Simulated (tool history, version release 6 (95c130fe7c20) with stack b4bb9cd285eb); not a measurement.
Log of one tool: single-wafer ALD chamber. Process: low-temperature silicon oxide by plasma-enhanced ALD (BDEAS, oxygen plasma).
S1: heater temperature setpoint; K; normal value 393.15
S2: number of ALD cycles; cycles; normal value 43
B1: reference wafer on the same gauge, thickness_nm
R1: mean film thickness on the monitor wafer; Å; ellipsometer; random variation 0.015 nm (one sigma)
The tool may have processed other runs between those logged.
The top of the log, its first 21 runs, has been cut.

{"run": 22, "day": 24.038, "S1": 403.15, "S2": 38, "B1": 6.49, "R1": 52.15}
{"run": 23, "day": 24.683, "S1": 386.15, "S2": 43, "B1": 6.485, "R1": 60.75}
{"run": 24, "day": 25.542, "S1": 401.15, "S2": 47, "B1": 6.478, "R1": 64.7}
{"run": 25, "day": 26.612, "S1": 381.15, "S2": 36, "B1": 6.472, "R1": 50.93}
{"run": 26, "day": 27.492, "S1": 393.15, "S2": 43, "B1": 6.468, "R1": 59.88}
{"run": 27, "day": 28.142, "S1": 383.15, "S2": 39, "B1": 6.459, "R1": 55.06}
{"run": 28, "day": 28.888, "S1": 404.15, "S2": 43, "B1": 6.459, "R1": 58.92}
{"run": 29, "day": 30.158, "S1": 393.15, "S2": 45, "B1": 6.45, "R1": 62.36}
{"run": 30, "day": 30.95, "S1": 393.15, "S2": 50, "B1": 6.44, "R1": 69.36}
{"run": 31, "day": 31.529, "S1": 393.15, "S2": 47, "B1": 6.437, "R1": 65.1}
{"run": 32, "day": 32.038, "S1": 401.15, "S2": 43, "B1": 6.432, "R1": 58.81}
{"day": 32.708, "done": "gauge calibrated"}
{"run": 33, "day": 33.121, "S1": 399.15, "S2": 49, "B1": 6.574, "R1": 68.69}
{"run": 34, "day": 34.025, "S1": 380.15, "S2": 41, "B1": 6.572, "R1": 59.14}
{"run": 35, "day": 38.438, "S1": 389.15, "S2": 43, "B1": 6.568, "R1": 61.05}
{"run": 36, "day": 39.446, "S1": 393.15, "S2": 48, "B1": 6.566, "R1": 67.59}
{"run": 37, "day": 40.454, "S1": 393.15, "S2": 41, "B1": 6.565, "R1": 57.7}

Estimate the outcome of run 38 from the log above:
{"run": 38, "day": 41.704, "S1": 393.15, "S2": 43, "B1": "?", "R1": "?"}

Run 38 came out at B1 6.558, R1 60.47 Å.
If the tool had no hidden condition, the same run with the same run-to-run variation would have returned R1 60.39 Å.

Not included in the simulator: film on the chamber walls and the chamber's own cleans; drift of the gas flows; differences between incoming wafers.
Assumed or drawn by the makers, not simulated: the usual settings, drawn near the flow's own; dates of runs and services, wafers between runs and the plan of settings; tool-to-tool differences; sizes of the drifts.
